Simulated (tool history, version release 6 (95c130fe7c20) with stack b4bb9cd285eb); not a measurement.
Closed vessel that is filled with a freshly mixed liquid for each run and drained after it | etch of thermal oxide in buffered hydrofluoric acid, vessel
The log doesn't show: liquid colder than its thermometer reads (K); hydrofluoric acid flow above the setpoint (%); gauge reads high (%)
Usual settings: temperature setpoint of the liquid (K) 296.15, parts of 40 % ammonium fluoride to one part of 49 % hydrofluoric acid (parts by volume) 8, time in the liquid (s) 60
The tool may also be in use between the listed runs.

run,hour,temperature setpoint of the liquid (K),parts of 40 % ammonium fluoride to one part of 49 % hydrofluoric acid (parts by volume),time in the liquid (s),wafers since the last listed run,hours since the thermometer was replaced,hours since the hydrofluoric acid flow meter was replaced,hours since the gauge calibration,"read-back film thickness of the thermal oxide reference wafer, read on the same gauge (nm)",thickness taken off the thermal oxide on a monitor wafer (angstrom)
1,0,296.15,8,60,0,1525,593.4,647.6,59.99,803.6
2,33,296.15,8,60,4936,1558,626.4,680.6,60.02,802.5
# hour 34.6: hydrofluoric acid flow meter replaced
3,75.4,296.15,8,60,6192,1600.4,40.8,723,60,814.3
# hour 90.9: gauge calibrated
4,108.3,297.15,8,75,4921,1633.3,73.7,17.4,59.99,1057.1
5,136.8,296.15,8,60,4263,1661.8,102.2,45.9,60,802.5
6,171.2,296.15,8,60,5145,1696.2,136.6,80.3,60.02,796.8
7,196.7,296.15,8,85,3814,1721.7,162.1,105.8,59.97,1141.4
8,217.9,296.15,8,60,3171,1742.9,183.3,127,60,800.9
9,241.7,296.15,8,60,3560,1766.7,207.1,150.8,60,802.5
10,265.7,296.15,8,60,3590,1790.7,231.1,174.8,59.98,805
11,332.8,296.15,8,60,10037,1857.8,298.2,241.9,60.01,797
12,365.4,296.15,8,60,4876,1890.4,330.8,274.5,59.99,804.1
13,385.9,296.15,8,60,3066,1910.9,351.3,295,59.99,794
14,418.6,296.15,9,35,4891,1943.6,384,327.7,60,412.7
15,449.9,296.15,8,60,4682,1974.9,415.3,359,60.01,808
16,478.5,296.15,8,60,4278,2003.5,443.9,387.6,60,802.7
17,494.6,296.15,8,60,2408,2019.6,460,403.7,60.01,804.8
# hour 505.8: thermometer replaced
18,508,293.65,5.5,70,1854,2.2,473.4,417.1,60.01,1161.4
19,529.2,296.15,8,60,3171,23.4,494.6,438.3,60,812.7
20,591.7,299.65,10.5,45,9349,85.9,557.1,500.8,60.01,574.2
21,617.5,296.15,8,60,3859,111.7,582.9,526.6,60.01,793.6
22,649.9,296.15,9,50,4846,144.1,615.3,559,60,589.9
23,679.6,300.65,8,60,4442,173.8,645,588.7,60,1016.9
# hour 694.7: hydrofluoric acid flow meter replaced
24,696.5,294.15,8,60,2378,190.7,1.8,605.6,60.02,720.6
25,712.4,292.65,8,60,2378,206.6,17.7,621.5,60.01,663.2
26,739.5,296.15,8,60,4053,233.7,44.8,648.6,60,804.2
# hour 750.4: gauge calibrated
27,765.4,296.15,11,60,3874,259.6,70.7,15,59.99,604.3
28,794.3,297.65,5,30,4323,288.5,99.6,43.9,59.97,671
29,821.3,293.65,9,60,4038,315.5,126.6,70.9,60.03,620.1
30,853.9,296.15,8,60,4876,348.1,159.2,103.5,59.97,808.2
31,889.5,296.15,8,60,5325,383.7,194.8,139.1,60,801
32,914.4,292.65,7,35,3724,408.6,219.7,164,60,444
33,949.1,296.15,9,60,5190,443.3,254.4,198.7,60.01,707.4

Forecast each of these 4 alternatives for the next run:
A,949.8,296.15,8,60,104,444,255.1,199.4,?,?
B,949.8,296.15,10,60,104,444,255.1,199.4,?,?
C,949.8,296.15,6.5,60,104,444,255.1,199.4,?,?
D,949.8,296.15,10,95,104,444,255.1,199.4,?,?

run,"read-back film thickness of the thermal oxide reference wafer, read on the same gauge (nm)",thickness taken off the thermal oxide on a monitor wafer (angstrom)
A,59.97,806.6
B,59.97,664.3
C,59.97,993.7
D,59.97,1051.8
Without the tool's hidden state the same runs would have given:
run,thickness taken off the thermal oxide on a monitor wafer (angstrom)
A,806.6
B,664.3
C,993.7
D,1051.8

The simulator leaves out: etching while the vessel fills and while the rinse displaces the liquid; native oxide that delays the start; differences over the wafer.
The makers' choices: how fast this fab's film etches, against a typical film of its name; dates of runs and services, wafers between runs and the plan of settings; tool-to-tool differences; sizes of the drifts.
